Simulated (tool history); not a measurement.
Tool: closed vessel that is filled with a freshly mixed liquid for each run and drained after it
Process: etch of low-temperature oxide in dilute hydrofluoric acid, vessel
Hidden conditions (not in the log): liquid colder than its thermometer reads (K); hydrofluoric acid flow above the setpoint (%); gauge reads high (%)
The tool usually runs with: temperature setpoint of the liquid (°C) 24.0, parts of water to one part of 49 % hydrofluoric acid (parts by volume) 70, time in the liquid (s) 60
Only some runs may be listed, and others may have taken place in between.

run    hour  temperature setpoint of the liquid (°C)  parts of water to one part of 49 % hydrofluoric acid (parts by volume)  time in the liquid (s)  wafers since the last listed run  hours since the thermometer was replaced  hours since the hydrofluoric acid flow meter was replaced  hours since the gauge calibration  read-back film thickness of the low-temperature oxide reference wafer, read on the same gauge (nm)  thickness taken off the low-temperature oxide on a monitor wafer (Å)
  1     0.0                                     24.0                                                                      70                      60                                 0                                     475.4                                                     1436.6                              981.9                                                                                              120.03                                                                 180.2
  2    46.4                                     24.0                                                                      70                      60                              3089                                     521.8                                                     1483.0                             1028.3                                                                                              120.00                                                                 180.1
       57.1  -- thermometer replaced
       65.1  -- gauge calibrated
  3    77.4                                     24.0                                                                      70                      60                              1997                                      20.3                                                     1514.0                               12.3                                                                                              120.00                                                                 175.3
  4   126.8                                     24.0                                                                      70                      60                              3289                                      69.7                                                     1563.4                               61.7                                                                                              120.00                                                                 172.8
  5   190.5                                     24.0                                                                      70                      60                              4241                                     133.4                                                     1627.1                              125.4                                                                                              120.00                                                                 172.0
  6   259.2                                     24.0                                                                      70                      75                              4574                                     202.1                                                     1695.8                              194.1                                                                                              120.00                                                                 212.3
  7   290.8                                     24.0                                                                      70                      75                              2104                                     233.7                                                     1727.4                              225.7                                                                                              119.98                                                                 213.3
      345.8  -- hydrofluoric acid flow meter replaced
  8   354.1                                     26.5                                                                      70                      60                              4148                                     297.0                                                        8.3                              289.0                                                                                              119.99                                                                 187.9
  9   387.6                                     22.0                                                                      70                      60                              2230                                     330.5                                                       41.8                              322.5                                                                                              120.02                                                                 155.3
 10   445.0                                     22.0                                                                      70                      60                              3821                                     387.9                                                       99.2                              379.9                                                                                              120.01                                                                 153.7
 11   476.5                                     24.0                                                                      70                      60                              2097                                     419.4                                                      130.7                              411.4                                                                                              120.01                                                                 165.8
      510.7  -- thermometer replaced, repeated, since the last time left the tool worse
 12   517.7                                     24.0                                                                      70                      60                              2676                                       7.0                                                      171.9                              452.6                                                                                              120.02                                                                 190.0
 13   584.1                                     24.0                                                                      70                      60                              4421                                      73.4                                                      238.3                              519.0                                                                                              120.01                                                                 189.1
 14   608.5                                     24.0                                                                      70                      70                              1624                                      97.8                                                      262.7                              543.4                                                                                              120.00                                                                 217.4
 15   642.7                                     24.0                                                                      50                      60                              2277                                     132.0                                                      296.9                              577.6                                                                                              120.02                                                                 269.6
 16   711.5                                     24.0                                                                      70                      60                              4580                                     200.8                                                      365.7                              646.4                                                                                              119.98                                                                 185.4
 17   762.2                                     26.5                                                                      90                      60                              3375                                     251.5                                                      416.4                              697.1                                                                                              120.00                                                                 155.4
 18   797.9                                     24.0                                                                      70                      60                              2376                                     287.2                                                      452.1                              732.8                                                                                              120.01                                                                 182.9
 19   841.9                                     24.0                                                                      70                      60                              2929                                     331.2                                                      496.1                              776.8                                                                                              120.00                                                                 185.3
 20   905.6                                     29.0                                                                      55                      50                              4241                                     394.9                                                      559.8                              840.5                                                                                              120.01                                                                 241.9
 21   956.2                                     26.5                                                                      40                      50                              3369                                     445.5                                                      610.4                              891.1                                                                                              119.99                                                                 302.2
      982.9  -- thermometer replaced
 22   989.0                                     28.0                                                                      70                      95                              2117                                       6.1                                                      643.2                              923.9                                                                                              120.01                                                                 349.7
 23  1058.7                                     21.5                                                                      70                      60                              4640                                      75.8                                                      712.9                              993.6                                                                                              119.98                                                                 168.8
 24  1112.8                                     24.0                                                                      60                      60                              3602                                     129.9                                                      767.0                             1047.7                                                                                              120.01                                                                 219.0
     1164.8  -- gauge calibrated
 25  1172.9                                     21.5                                                                      50                      40                              4001                                     190.0                                                      827.1                                8.1                                                                                              119.99                                                                 160.5
 26  1198.7                                     22.0                                                                      70                      60                              1717                                     215.8                                                      852.9                               33.9                                                                                              120.00                                                                 168.5
 27  1242.7                                     24.0                                                                      70                      60                              2929                                     259.8                                                      896.9                               77.9                                                                                              120.01                                                                 187.5
 28  1266.7                                     24.0                                                                      70                      60                              1597                                     283.8                                                      920.9                              101.9                                                                                              120.02                                                                 185.2
 29  1323.5                                     24.0                                                                      70                      60                              3781                                     340.6                                                      977.7                              158.7                                                                                              120.01                                                                 184.4
 30  1516.3                                     25.5                                                                      40                      45                             12837                                     533.4                                                     1170.5                              351.5                                                                                              120.00                                                                 259.5
 31  1560.6                                     20.0                                                                      80                      45                              2949                                     577.7                                                     1214.8                              395.8                                                                                              120.00                                                                  97.7
 32  1587.5                                     24.0                                                                      70                      60                              1791                                     604.6                                                     1241.7                              422.7                                                                                              120.02                                                                 178.5
     1596.0  -- thermometer replaced
 33  1654.8                                     19.0                                                                      70                      30                              4414                                      58.8                                                     1309.0                              490.0                                                                                              120.01                                                                  76.8

What if the next run were any one of these 3? Each begins from the tool's condition after run 33:
  A  1655.5                                     24.0                                                                      95                      60                                46                                      59.5                                                     1309.7                              490.7                                                                                                   ?                                                                     ?
  B  1655.5                                     19.5                                                                      45                      35                                46                                      59.5                                                     1309.7                              490.7                                                                                                   ?                                                                     ?
  C  1655.5                                     19.0                                                                      60                      85                                46                                      59.5                                                     1309.7                              490.7                                                                                                   ?                                                                     ?

run  read-back film thickness of the low-temperature oxide reference wafer, read on the same gauge (nm)  thickness taken off the low-temperature oxide on a monitor wafer (Å)
  A                                                                                              120.00                                                                 133.0
  B                                                                                              120.00                                                                 144.4
  C                                                                                              120.00                                                                 253.1
Without the tool's hidden state the same runs would have given:
run  thickness taken off the low-temperature oxide on a monitor wafer (Å)
  A                                                                 133.9
  B                                                                 145.5
  C                                                                 254.9

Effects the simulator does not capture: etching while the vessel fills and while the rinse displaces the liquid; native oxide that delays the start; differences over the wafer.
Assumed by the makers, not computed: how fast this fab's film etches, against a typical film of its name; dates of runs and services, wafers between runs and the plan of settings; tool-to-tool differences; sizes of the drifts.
